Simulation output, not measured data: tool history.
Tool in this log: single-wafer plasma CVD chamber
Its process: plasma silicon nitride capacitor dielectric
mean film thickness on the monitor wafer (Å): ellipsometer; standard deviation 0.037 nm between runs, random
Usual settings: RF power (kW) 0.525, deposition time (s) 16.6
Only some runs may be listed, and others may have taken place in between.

run,hour,RF power (kW),deposition time (s),wafers since the last listed run,hours since the last RF generator calibration,hours since the showerhead was replaced,hours since the gauge calibration,"read-back reference wafer on the same gauge, thickness_nm",mean film thickness on the monitor wafer (Å)
1,0.0,0.525,18.5,0,2522.7,6505.7,160.9,21.311,276.52
2,15.6,0.525,18.5,373,2538.3,6521.3,176.5,21.317,278.01
3,32.5,0.525,18.5,404,2555.2,6538.2,193.4,21.299,276.41
4,46.7,0.525,16.6,339,2569.4,6552.4,207.6,21.297,249.35
5,55.8,0.525,16.6,217,2578.5,6561.5,216.7,21.298,248.02
6,70.0,0.525,16.6,339,2592.7,6575.7,230.9,21.308,249.09
7,81.9,0.525,16.6,284,2604.6,6587.6,242.8,21.295,248.68
8,96.5,0.525,16.6,349,2619.2,6602.2,257.4,21.297,249.20
9,111.1,0.460,16.6,349,2633.8,6616.8,272.0,21.284,238.24
10,120.7,0.525,16.6,229,2643.4,6626.4,281.6,21.294,249.09
11,131.9,0.525,16.6,268,2654.6,6637.6,292.8,21.310,248.79
# hour 152.3: gauge calibrated
# hour 152.8: RF generator calibrated
12,181.9,0.570,14.5,1005,29.1,6687.6,29.6,21.286,223.43
13,188.7,0.435,15.5,162,35.9,6694.4,36.4,21.290,218.60
# hour 211.3: showerhead replaced
14,222.6,0.465,16.6,619,69.8,11.3,70.3,21.312,239.80
15,234.6,0.525,14.3,287,81.8,23.3,82.3,21.280,214.66
16,250.5,0.460,18.3,380,97.7,39.2,98.2,21.312,262.20
17,265.7,0.470,15.4,363,112.9,54.4,113.4,21.289,222.58

5 options for the next run, each taken on its own from the tool as it stands now. Forecast them:
A,266.1,0.525,16.6,9,113.3,54.8,113.8,?,?
B,266.1,0.595,17.9,9,113.3,54.8,113.8,?,?
C,266.1,0.525,14.6,9,113.3,54.8,113.8,?,?
D,266.1,0.440,16.6,9,113.3,54.8,113.8,?,?
E,266.1,0.435,13.8,9,113.3,54.8,113.8,?,?

run,"read-back reference wafer on the same gauge, thickness_nm",mean film thickness on the monitor wafer (Å)
A,21.301,249.29
B,21.301,280.07
C,21.301,219.26
D,21.301,235.07
E,21.301,194.67
Without the tool's hidden state the same runs would have given:
run,mean film thickness on the monitor wafer (Å)
A,249.29
B,280.07
C,219.26
D,235.07
E,194.67

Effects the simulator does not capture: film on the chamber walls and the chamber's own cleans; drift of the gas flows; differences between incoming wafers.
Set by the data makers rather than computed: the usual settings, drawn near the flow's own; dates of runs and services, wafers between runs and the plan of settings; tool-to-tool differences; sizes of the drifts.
